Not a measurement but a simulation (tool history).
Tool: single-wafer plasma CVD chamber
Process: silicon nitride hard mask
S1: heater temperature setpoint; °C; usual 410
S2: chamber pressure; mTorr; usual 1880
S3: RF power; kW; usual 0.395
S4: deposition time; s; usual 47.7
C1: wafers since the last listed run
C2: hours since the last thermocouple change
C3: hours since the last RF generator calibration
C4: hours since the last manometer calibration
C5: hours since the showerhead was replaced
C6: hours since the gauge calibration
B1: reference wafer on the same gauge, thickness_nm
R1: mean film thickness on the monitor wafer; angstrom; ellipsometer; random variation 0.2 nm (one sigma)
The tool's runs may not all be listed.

run,hour,S1,S2,S3,S4,C1,C2,C3,C4,C5,C6,B1,R1
1,0.0,410,1880,0.395,47.7,0,865.5,599.7,1444.6,3379.7,376.9,77.283,700.09
2,22.9,410,1880,0.395,47.7,359,888.4,622.6,1467.5,3402.6,399.8,77.296,693.04
3,111.2,410,1880,0.395,47.7,1384,976.7,710.9,1555.8,3490.9,488.1,77.314,692.75
4,123.4,410,1880,0.395,47.7,191,988.9,723.1,1568.0,3503.1,500.3,77.282,691.69
5,148.4,401,1880,0.355,47.7,392,1013.9,748.1,1593.0,3528.1,525.3,77.343,653.71
6,169.2,410,1880,0.395,47.7,326,1034.7,768.9,1613.8,3548.9,546.1,77.287,689.79
7,190.7,410,1880,0.395,47.7,337,1056.2,790.4,1635.3,3570.4,567.6,77.303,689.38
8,208.5,410,1880,0.395,47.7,279,1074.0,808.2,1653.1,3588.2,585.4,77.317,685.19
# hour 227.7: thermocouple changed; heater temperature recalibrated
9,228.2,422,1880,0.395,44.8,183,0.5,827.9,1672.8,3607.9,605.1,77.333,641.40
10,244.4,410,1880,0.395,47.7,254,16.7,844.1,1689.0,3624.1,621.3,77.290,685.95
# hour 275.1: capacitance manometer re-zeroed and calibrated
11,276.5,410,1880,0.395,47.7,377,48.8,876.2,1.4,3656.2,653.4,77.302,697.64
# hour 352.4: gauge calibrated
12,376.5,410,1880,0.395,43.2,1568,148.8,976.2,101.4,3756.2,24.1,77.271,631.81
13,410.6,410,1880,0.395,43.2,534,182.9,1010.3,135.5,3790.3,58.2,77.328,630.53
# hour 426.7: showerhead replaced
14,441.2,410,1880,0.465,38.9,354,213.5,1040.9,166.1,14.5,88.8,77.287,621.60
15,465.0,410,1880,0.395,47.7,373,237.3,1064.7,189.9,38.3,112.6,77.328,697.95
# hour 492.3: RF generator calibrated
16,501.9,410,1880,0.470,47.7,453,274.2,9.6,226.8,75.2,149.5,77.298,791.25
17,517.5,396,1630,0.455,47.7,244,289.8,25.2,242.4,90.8,165.1,77.297,744.15
18,531.4,396,1880,0.355,47.7,218,303.7,39.1,256.3,104.7,179.0,77.290,683.64
19,561.0,402,1880,0.420,50.4,464,333.3,68.7,285.9,134.3,208.6,77.282,789.67
20,581.1,414,1550,0.395,47.7,315,353.4,88.8,306.0,154.4,228.7,77.309,676.85
21,609.0,404,1880,0.365,47.7,437,381.3,116.7,333.9,182.3,256.6,77.275,694.02
22,644.5,410,1880,0.395,47.7,556,416.8,152.2,369.4,217.8,292.1,77.263,722.08
23,667.1,425,2280,0.395,47.7,354,439.4,174.8,392.0,240.4,314.7,77.309,758.21
24,686.4,410,1880,0.395,47.7,302,458.7,194.1,411.3,259.7,334.0,77.325,715.07
25,718.3,398,1880,0.395,57.1,500,490.6,226.0,443.2,291.6,365.9,77.310,860.85
26,753.2,406,1880,0.395,47.7,547,525.5,260.9,478.1,326.5,400.8,77.319,717.34

The tool's hidden state at each run:
wafer temperature above the value expected at the setpoint (K): 0 in every run
gauge reads high (%): 0 in every run
H1: delivered RF power above the setpoint (%)
H2: true pressure above the setpoint (%)
run,H1,H2
1,-4.03,-5.16
2,-4.16,-5.37
3,-4.69,-6.2
4,-4.76,-6.32
5,-4.91,-6.57
6,-5.03,-6.78
7,-5.16,-7
8,-5.26,-7.19
9,-5.38,-7.39
10,-5.47,-7.56
11,-5.66,-0.43
12,-6.26,-0.463
13,-6.46,-0.488
14,-6.64,-0.517
15,-6.78,-0.544
16,-0.422,-0.592
17,-0.514,-0.615
18,-0.596,-0.637
19,-0.771,-0.687
20,-0.89,-0.725
21,-1.06,-0.781
22,-1.27,-0.859
23,-1.4,-0.913
24,-1.51,-0.962
25,-1.7,-1.05
26,-1.91,-1.15
